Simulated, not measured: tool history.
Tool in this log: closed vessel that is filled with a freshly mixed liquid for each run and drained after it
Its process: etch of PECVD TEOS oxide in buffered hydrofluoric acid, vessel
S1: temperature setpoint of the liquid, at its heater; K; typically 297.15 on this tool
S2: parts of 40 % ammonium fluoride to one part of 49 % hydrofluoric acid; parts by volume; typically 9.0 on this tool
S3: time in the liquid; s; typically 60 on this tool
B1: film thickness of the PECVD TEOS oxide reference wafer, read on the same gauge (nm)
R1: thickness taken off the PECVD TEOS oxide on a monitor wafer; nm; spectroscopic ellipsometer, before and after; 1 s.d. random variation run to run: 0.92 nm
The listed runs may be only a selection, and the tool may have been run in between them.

| run | hour | S1 | S2 | S3 | B1 | R1 |
|---|---|---|---|---|---|---|
| 1 | 0.0 | 297.15 | 9.0 | 75 | 70.05 | 226.93 |
| 2 | 97.0 | 297.15 | 9.0 | 75 | 69.96 | 226.47 |
| 3 | 147.5 | 294.65 | 10.5 | 60 | 70.00 | 140.30 |
| 4 | 227.6 | 294.15 | 9.0 | 60 | 69.98 | 153.19 |
| 5 | 320.9 | 294.15 | 9.0 | 60 | 69.98 | 152.03 |
| 6 | 384.1 | 297.15 | 9.0 | 60 | 70.02 | 181.56 |
| 7 | 475.6 | 297.15 | 9.0 | 60 | 70.02 | 181.52 |
| 8 | 527.3 | 297.15 | 9.0 | 60 | 69.99 | 181.82 |
| 9 | 576.5 | 297.15 | 9.0 | 60 | 70.03 | 180.36 |
|  | 628.5 | thermometer replaced |
| 10 | 692.0 | 297.15 | 6.5 | 60 | 69.98 | 254.50 |
| 11 | 734.8 | 295.15 | 11.0 | 80 | 69.99 | 183.70 |
| 12 | 815.2 | 302.15 | 6.5 | 30 | 69.98 | 164.92 |
| 13 | 855.2 | 297.15 | 10.0 | 35 | 69.99 | 97.93 |
|  | 868.7 | gauge calibrated |
|  | 871.8 | hydrofluoric acid flow meter replaced |
| 14 | 916.2 | 297.15 | 9.0 | 50 | 69.94 | 150.80 |
| 15 | 966.6 | 300.15 | 9.0 | 50 | 70.03 | 177.62 |
| 16 | 1007.9 | 297.15 | 9.0 | 60 | 69.94 | 180.61 |
| 17 | 1089.1 | 299.15 | 7.0 | 40 | 70.02 | 175.86 |
| 18 | 1179.9 | 297.15 | 9.0 | 60 | 70.02 | 178.50 |

Branching from run 18: 5 alternative next runs. What would each branch give?
| A | 1180.6 | 297.15 | 9.0 | 80 | ? | ? |
| B | 1180.6 | 297.15 | 9.0 | 85 | ? | ? |
| C | 1180.6 | 294.65 | 12.5 | 60 | ? | ? |
| D | 1180.6 | 292.65 | 9.0 | 60 | ? | ? |
| E | 1180.6 | 293.15 | 11.0 | 60 | ? | ? |

| run | B1 | R1 |
|---|---|---|
| A | 70.00 | 239.48 |
| B | 70.00 | 254.45 |
| C | 70.00 | 117.84 |
| D | 70.00 | 140.03 |
| E | 70.00 | 122.81 |
Without the tool's hidden state the same runs would have given:
| run | R1 |
|---|---|
| A | 239.48 |
| B | 254.45 |
| C | 117.84 |
| D | 140.03 |
| E | 122.81 |
